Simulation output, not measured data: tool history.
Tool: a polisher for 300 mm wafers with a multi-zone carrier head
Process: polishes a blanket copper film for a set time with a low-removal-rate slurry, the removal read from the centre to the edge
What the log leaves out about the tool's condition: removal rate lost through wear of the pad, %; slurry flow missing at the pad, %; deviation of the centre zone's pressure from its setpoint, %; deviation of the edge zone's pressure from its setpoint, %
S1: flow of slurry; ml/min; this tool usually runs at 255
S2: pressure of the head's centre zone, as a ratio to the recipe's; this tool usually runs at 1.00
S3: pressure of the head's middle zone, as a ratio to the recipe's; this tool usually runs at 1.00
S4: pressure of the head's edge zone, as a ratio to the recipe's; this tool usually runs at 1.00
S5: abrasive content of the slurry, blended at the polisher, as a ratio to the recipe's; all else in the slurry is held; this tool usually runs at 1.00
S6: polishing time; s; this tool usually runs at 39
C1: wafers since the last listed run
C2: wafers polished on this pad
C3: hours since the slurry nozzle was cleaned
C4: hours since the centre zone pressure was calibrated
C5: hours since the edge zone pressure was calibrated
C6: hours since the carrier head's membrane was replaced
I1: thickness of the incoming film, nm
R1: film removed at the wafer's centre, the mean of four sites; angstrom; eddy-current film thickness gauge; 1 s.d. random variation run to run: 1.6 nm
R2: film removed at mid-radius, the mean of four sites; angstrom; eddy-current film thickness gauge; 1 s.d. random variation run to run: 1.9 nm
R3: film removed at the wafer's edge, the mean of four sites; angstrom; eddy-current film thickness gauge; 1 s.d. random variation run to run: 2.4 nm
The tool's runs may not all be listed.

| run | hour | S1 | S2 | S3 | S4 | S5 | S6 | C1 | C2 | C3 | C4 | C5 | C6 | I1 | R1 | R2 | R3 |
|---|---|---|---|---|---|---|---|---|---|---|---|---|---|---|---|---|---|
| 1 | 0.0 | 255 | 1.00 | 1.00 | 1.00 | 1.00 | 39 | 0 | 494 | 138.4 | 554.3 | 298.7 | 1138.7 | 1067.4 | 1807 | 1838 | 1797 |
| 2 | 66.8 | 255 | 1.00 | 1.00 | 1.00 | 1.00 | 39 | 418 | 913 | 205.2 | 621.1 | 365.5 | 1205.5 | 1064.5 | 1813 | 1835 | 1812 |
|  | 133.5 | worn pad replaced by a new one |
| 3 | 137.6 | 255 | 1.00 | 1.00 | 1.00 | 1.00 | 39 | 418 | 25 | 276.0 | 691.9 | 436.3 | 1276.3 | 1054.1 | 1799 | 1811 | 1825 |
|  | 156.0 | centre zone pressure recalibrated |
| 4 | 192.6 | 255 | 1.00 | 1.00 | 1.00 | 1.10 | 47 | 331 | 357 | 331.0 | 36.6 | 491.3 | 1331.3 | 1046.1 | 2186 | 2292 | 2176 |
|  | 197.2 | edge zone pressure recalibrated |
| 5 | 262.1 | 255 | 1.00 | 1.00 | 1.00 | 1.00 | 39 | 422 | 780 | 400.5 | 106.1 | 64.9 | 1400.8 | 1042.9 | 1785 | 1827 | 1830 |
|  | 347.6 | worn pad replaced by a new one |
| 6 | 439.4 | 255 | 1.00 | 1.00 | 1.00 | 1.00 | 39 | 1085 | 575 | 577.8 | 283.4 | 242.2 | 1578.1 | 1041.3 | 1745 | 1791 | 1840 |
| 7 | 484.7 | 255 | 1.00 | 1.00 | 1.00 | 1.00 | 39 | 283 | 858 | 623.1 | 328.7 | 287.5 | 1623.4 | 1048.1 | 1707 | 1766 | 1789 |
| 8 | 512.9 | 255 | 1.00 | 1.00 | 1.00 | 1.00 | 39 | 176 | 1035 | 651.3 | 356.9 | 315.7 | 1651.6 | 1047.0 | 1701 | 1764 | 1755 |
| 9 | 541.9 | 255 | 1.00 | 1.00 | 1.00 | 0.80 | 39 | 181 | 1217 | 680.3 | 385.9 | 344.7 | 1680.6 | 1040.9 | 1642 | 1653 | 1639 |
| 10 | 597.1 | 255 | 1.00 | 1.00 | 1.00 | 0.80 | 39 | 345 | 1562 | 735.5 | 441.1 | 399.9 | 1735.8 | 1033.2 | 1598 | 1645 | 1643 |
|  | 605.7 | worn pad replaced by a new one |
|  | 623.5 | slurry nozzle cleaned |
|  | 627.7 | carrier head's membrane replaced by a new one, of another model than before |
| 11 | 628.2 | 305 | 1.00 | 1.00 | 1.07 | 0.80 | 47 | 137 | 108 | 4.7 | 472.2 | 431.0 | 0.5 | 1045.3 | 2097 | 2095 | 2217 |
| 12 | 659.0 | 255 | 1.00 | 1.00 | 1.11 | 0.75 | 39 | 192 | 301 | 35.5 | 503.0 | 461.8 | 31.3 | 1071.1 | 1689 | 1724 | 1808 |
| 13 | 715.3 | 255 | 1.00 | 1.00 | 1.00 | 1.00 | 39 | 352 | 654 | 91.8 | 559.3 | 518.1 | 87.6 | 1045.6 | 1808 | 1864 | 1839 |
| 14 | 755.0 | 340 | 1.06 | 0.95 | 1.00 | 1.00 | 39 | 248 | 902 | 131.5 | 599.0 | 557.8 | 127.3 | 1031.6 | 1943 | 1788 | 1874 |
|  | 795.3 | edge zone pressure recalibrated |
|  | 801.7 | centre zone pressure recalibrated |
|  | 811.6 | worn pad replaced by a new one |
| 15 | 812.2 | 255 | 1.00 | 1.00 | 1.08 | 1.10 | 29 | 308 | 3 | 188.7 | 10.5 | 16.9 | 184.5 | 1058.8 | 1382 | 1432 | 1452 |
| 16 | 870.4 | 255 | 0.93 | 1.00 | 1.04 | 1.25 | 34 | 364 | 368 | 246.9 | 68.7 | 75.1 | 242.7 | 1057.2 | 1589 | 1712 | 1747 |
| 17 | 906.0 | 215 | 0.92 | 1.00 | 0.95 | 1.00 | 49 | 222 | 591 | 282.5 | 104.3 | 110.7 | 278.3 | 1054.2 | 2092 | 2250 | 2136 |
| 18 | 977.3 | 300 | 1.00 | 1.00 | 1.00 | 0.90 | 51 | 446 | 1038 | 353.8 | 175.6 | 182.0 | 349.6 | 1050.5 | 2318 | 2401 | 2390 |
| 19 | 1006.4 | 255 | 1.00 | 1.00 | 1.00 | 1.00 | 46 | 182 | 1220 | 382.9 | 204.7 | 211.1 | 378.7 | 1065.8 | 2061 | 2161 | 2182 |
| 20 | 1064.4 | 255 | 1.00 | 1.00 | 1.00 | 1.00 | 49 | 363 | 1583 | 440.9 | 262.7 | 269.1 | 436.7 | 1049.7 | 2229 | 2292 | 2281 |
|  | 1068.6 | worn pad replaced by a new one |
| 21 | 1124.5 | 255 | 1.00 | 1.00 | 1.00 | 1.00 | 39 | 351 | 350 | 501.0 | 322.8 | 329.2 | 496.8 | 1057.8 | 1775 | 1816 | 1822 |

Exercise: give the hidden state of the tool at every run:
removal rate lost through wear of the pad, %: 0 on each run
deviation of the centre zone's pressure from its setpoint, %: 0 on each run
deviation of the edge zone's pressure from its setpoint, %: 0 on each run
H1: slurry flow missing at the pad, %
| run | H1 |
|---|---|
| 1 | 7.03 |
| 2 | 8.74 |
| 3 | 11.3 |
| 4 | 13.8 |
| 5 | 17.6 |
| 6 | 30.5 |
| 7 | 34.5 |
| 8 | 37.2 |
| 9 | 40.1 |
| 10 | 45.9 |
| 11 | 4.61 |
| 12 | 4.7 |
| 13 | 5.24 |
| 14 | 5.9 |
| 15 | 7.26 |
| 16 | 9.15 |
| 17 | 10.6 |
| 18 | 13.9 |
| 19 | 15.5 |
| 20 | 19.1 |
| 21 | 23.3 |
